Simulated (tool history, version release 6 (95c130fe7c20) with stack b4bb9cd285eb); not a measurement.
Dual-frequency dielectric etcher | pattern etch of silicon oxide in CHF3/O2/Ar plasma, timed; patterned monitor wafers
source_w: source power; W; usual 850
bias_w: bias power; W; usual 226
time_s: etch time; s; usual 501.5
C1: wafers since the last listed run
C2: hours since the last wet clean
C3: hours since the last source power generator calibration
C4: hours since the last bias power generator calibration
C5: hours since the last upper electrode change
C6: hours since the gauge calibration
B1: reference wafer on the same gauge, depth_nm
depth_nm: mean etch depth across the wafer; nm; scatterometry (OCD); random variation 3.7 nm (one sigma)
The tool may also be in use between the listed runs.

{"run": 1, "day": 0.0, "source_w": 850, "bias_w": 226, "time_s": 501.5, "C1": 0, "C2": 47.9, "C3": 2968.9, "C4": 2605.6, "C5": 4246.6, "C6": 63.2, "B1": 1040.3, "depth_nm": 1219.5}
{"run": 2, "day": 2.396, "source_w": 850, "bias_w": 267, "time_s": 501.5, "C1": 132, "C2": 105.4, "C3": 3026.4, "C4": 2663.1, "C5": 4304.1, "C6": 120.7, "B1": 1040.3, "depth_nm": 1286.7}
{"run": 3, "day": 4.833, "source_w": 850, "bias_w": 267, "time_s": 501.5, "C1": 135, "C2": 163.9, "C3": 3084.9, "C4": 2721.6, "C5": 4362.6, "C6": 179.2, "B1": 1040.0, "depth_nm": 1290.3}
{"run": 4, "day": 6.975, "source_w": 850, "bias_w": 226, "time_s": 414.5, "C1": 118, "C2": 215.3, "C3": 3136.3, "C4": 2773.0, "C5": 4414.0, "C6": 230.6, "B1": 1040.5, "depth_nm": 1012.6}
{"run": 5, "day": 8.704, "source_w": 850, "bias_w": 226, "time_s": 414.5, "C1": 95, "C2": 256.8, "C3": 3177.8, "C4": 2814.5, "C5": 4455.5, "C6": 272.1, "B1": 1039.5, "depth_nm": 1012.1}
{"run": 6, "day": 12.412, "source_w": 850, "bias_w": 226, "time_s": 414.5, "C1": 205, "C2": 345.8, "C3": 3266.8, "C4": 2903.5, "C5": 4544.5, "C6": 361.1, "B1": 1039.3, "depth_nm": 1015.7}
{"run": 7, "day": 14.167, "source_w": 850, "bias_w": 226, "time_s": 501.5, "C1": 97, "C2": 387.9, "C3": 3308.9, "C4": 2945.6, "C5": 4586.6, "C6": 403.2, "B1": 1040.7, "depth_nm": 1234.3}
{"run": 8, "day": 16.446, "source_w": 850, "bias_w": 226, "time_s": 501.5, "C1": 126, "C2": 442.6, "C3": 3363.6, "C4": 3000.3, "C5": 4641.3, "C6": 457.9, "B1": 1039.3, "depth_nm": 1228.8}
{"day": 17.071, "done": "bias power generator calibrated"}
{"day": 18.417, "done": "wet clean of the chamber"}
{"run": 9, "day": 18.662, "source_w": 850, "bias_w": 226, "time_s": 501.5, "C1": 58, "C2": 5.9, "C3": 3416.8, "C4": 38.2, "C5": 4694.5, "C6": 511.1, "B1": 1040.5, "depth_nm": 1217.0}
{"run": 10, "day": 21.562, "source_w": 850, "bias_w": 262, "time_s": 501.5, "C1": 160, "C2": 75.5, "C3": 3486.4, "C4": 107.8, "C5": 4764.1, "C6": 580.7, "B1": 1040.8, "depth_nm": 1270.6}
{"run": 11, "day": 24.467, "source_w": 850, "bias_w": 179, "time_s": 366.5, "C1": 161, "C2": 145.2, "C3": 3556.1, "C4": 177.5, "C5": 4833.8, "C6": 650.4, "B1": 1040.4, "depth_nm": 836.1}
{"day": 26.092, "done": "upper electrode replaced"}
{"run": 12, "day": 26.654, "source_w": 650, "bias_w": 251, "time_s": 501.5, "C1": 65, "C2": 197.7, "C3": 3608.6, "C4": 230.0, "C5": 13.5, "C6": 702.9, "B1": 1040.5, "depth_nm": 1132.4}

The next listed run, before its measurement:
{"run": 13, "day": 28.85, "source_w": 850, "bias_w": 226, "time_s": 414.5, "C1": 121, "C2": 250.4, "C3": 3661.3, "C4": 282.7, "C5": 66.2, "C6": 755.6, "B1": "?", "depth_nm": "?"}

B1: 1040.2
depth_nm: 1016.3 nm
Without the tool's hidden state the same run would have given depth_nm 1012.1 nm.

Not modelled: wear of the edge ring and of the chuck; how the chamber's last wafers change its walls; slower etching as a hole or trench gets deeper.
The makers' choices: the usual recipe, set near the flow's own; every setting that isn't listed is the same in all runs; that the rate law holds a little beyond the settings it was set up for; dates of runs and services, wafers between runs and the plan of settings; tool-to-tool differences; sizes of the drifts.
